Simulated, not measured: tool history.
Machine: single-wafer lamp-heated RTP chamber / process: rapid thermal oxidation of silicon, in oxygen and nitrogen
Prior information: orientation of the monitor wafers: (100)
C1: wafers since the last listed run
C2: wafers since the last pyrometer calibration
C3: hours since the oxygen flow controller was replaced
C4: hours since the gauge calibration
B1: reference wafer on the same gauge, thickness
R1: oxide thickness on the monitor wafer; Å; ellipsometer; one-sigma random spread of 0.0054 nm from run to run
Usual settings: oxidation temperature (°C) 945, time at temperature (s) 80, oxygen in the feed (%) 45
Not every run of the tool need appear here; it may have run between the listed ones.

run 1 hour=0 | oxidation_temperature_(°C)=945 time_at_temperature_(s)=80 oxygen_in_the_feed_(%)=45 | C1=0 C2=6859 C3=7505.8 C4=117.9 | B1=3.973 | R1=36.31
run 2 hour=30.4 | oxidation_temperature_(°C)=945 time_at_temperature_(s)=80 oxygen_in_the_feed_(%)=45 | C1=246 C2=7105 C3=7536.2 C4=148.3 | B1=3.97 | R1=36.45
run 3 hour=48.1 | oxidation_temperature_(°C)=945 time_at_temperature_(s)=80 oxygen_in_the_feed_(%)=45 | C1=143 C2=7248 C3=7553.9 C4=166 | B1=3.969 | R1=36.54
run 4 hour=65.7 | oxidation_temperature_(°C)=945 time_at_temperature_(s)=80 oxygen_in_the_feed_(%)=45 | C1=142 C2=7391 C3=7571.5 C4=183.6 | B1=3.969 | R1=36.49
run 5 hour=88 | oxidation_temperature_(°C)=945 time_at_temperature_(s)=80 oxygen_in_the_feed_(%)=45 | C1=180 C2=7571 C3=7593.8 C4=205.9 | B1=3.972 | R1=36.46
-- hour=103.8 pyrometer window cleaned and pyrometer calibrated
run 6 hour=109.2 | oxidation_temperature_(°C)=945 time_at_temperature_(s)=80 oxygen_in_the_feed_(%)=45 | C1=106 C2=43 C3=7615 C4=227.1 | B1=3.969 | R1=35.75
-- hour=126.1 oxygen flow controller replaced
run 7 hour=129 | oxidation_temperature_(°C)=945 time_at_temperature_(s)=80 oxygen_in_the_feed_(%)=45 | C1=95 C2=138 C3=2.9 C4=246.9 | B1=3.97 | R1=35.8
-- hour=133.6 gauge calibrated
run 8 hour=148.6 | oxidation_temperature_(°C)=952 time_at_temperature_(s)=80 oxygen_in_the_feed_(%)=45 | C1=158 C2=297 C3=22.5 C4=15 | B1=3.971 | R1=37.42
run 9 hour=180.7 | oxidation_temperature_(°C)=945 time_at_temperature_(s)=80 oxygen_in_the_feed_(%)=45 | C1=259 C2=557 C3=54.6 C4=47.1 | B1=3.968 | R1=35.78
run 10 hour=201 | oxidation_temperature_(°C)=974 time_at_temperature_(s)=80 oxygen_in_the_feed_(%)=17 | C1=164 C2=721 C3=74.9 C4=67.4 | B1=3.97 | R1=33.25
run 11 hour=236.2 | oxidation_temperature_(°C)=965 time_at_temperature_(s)=80 oxygen_in_the_feed_(%)=45 | C1=285 C2=1006 C3=110.1 C4=102.6 | B1=3.97 | R1=40.57
run 12 hour=261.9 | oxidation_temperature_(°C)=974 time_at_temperature_(s)=80 oxygen_in_the_feed_(%)=45 | C1=208 C2=1215 C3=135.8 C4=128.3 | B1=3.971 | R1=43.32
run 13 hour=280 | oxidation_temperature_(°C)=945 time_at_temperature_(s)=53 oxygen_in_the_feed_(%)=66 | C1=146 C2=1361 C3=153.9 C4=146.4 | B1=3.969 | R1=34.17
run 14 hour=298.2 | oxidation_temperature_(°C)=920 time_at_temperature_(s)=80 oxygen_in_the_feed_(%)=26 | C1=147 C2=1509 C3=172.1 C4=164.6 | B1=3.969 | R1=28.3
run 15 hour=321.3 | oxidation_temperature_(°C)=945 time_at_temperature_(s)=80 oxygen_in_the_feed_(%)=45 | C1=187 C2=1696 C3=195.2 C4=187.7 | B1=3.971 | R1=35.86
run 16 hour=342.5 | oxidation_temperature_(°C)=929 time_at_temperature_(s)=56 oxygen_in_the_feed_(%)=37 | C1=171 C2=1867 C3=216.4 C4=208.9 | B1=3.97 | R1=28.41

4 ways to go on from here, each from the tool as it stands after run 16. What would each give?
run A hour=343 | oxidation_temperature_(°C)=945 time_at_temperature_(s)=80 oxygen_in_the_feed_(%)=45 | C1=4 C2=1871 C3=216.9 C4=209.4 | B1=? | R1=?
run B hour=343 | oxidation_temperature_(°C)=945 time_at_temperature_(s)=80 oxygen_in_the_feed_(%)=37 | C1=4 C2=1871 C3=216.9 C4=209.4 | B1=? | R1=?
run C hour=343 | oxidation_temperature_(°C)=945 time_at_temperature_(s)=80 oxygen_in_the_feed_(%)=53 | C1=4 C2=1871 C3=216.9 C4=209.4 | B1=? | R1=?
run D hour=343 | oxidation_temperature_(°C)=945 time_at_temperature_(s)=80 oxygen_in_the_feed_(%)=33 | C1=4 C2=1871 C3=216.9 C4=209.4 | B1=? | R1=?

run=A B1=3.97 R1=35.85
run=B B1=3.97 R1=34.13
run=C B1=3.97 R1=37.45
run=D B1=3.97 R1=33.22
The same runs, with their run-to-run variation unchanged, on a tool lacking any hidden condition would have given:
run=A R1=35.72
run=B R1=34.02
run=C R1=37.31
run=D R1=33.12
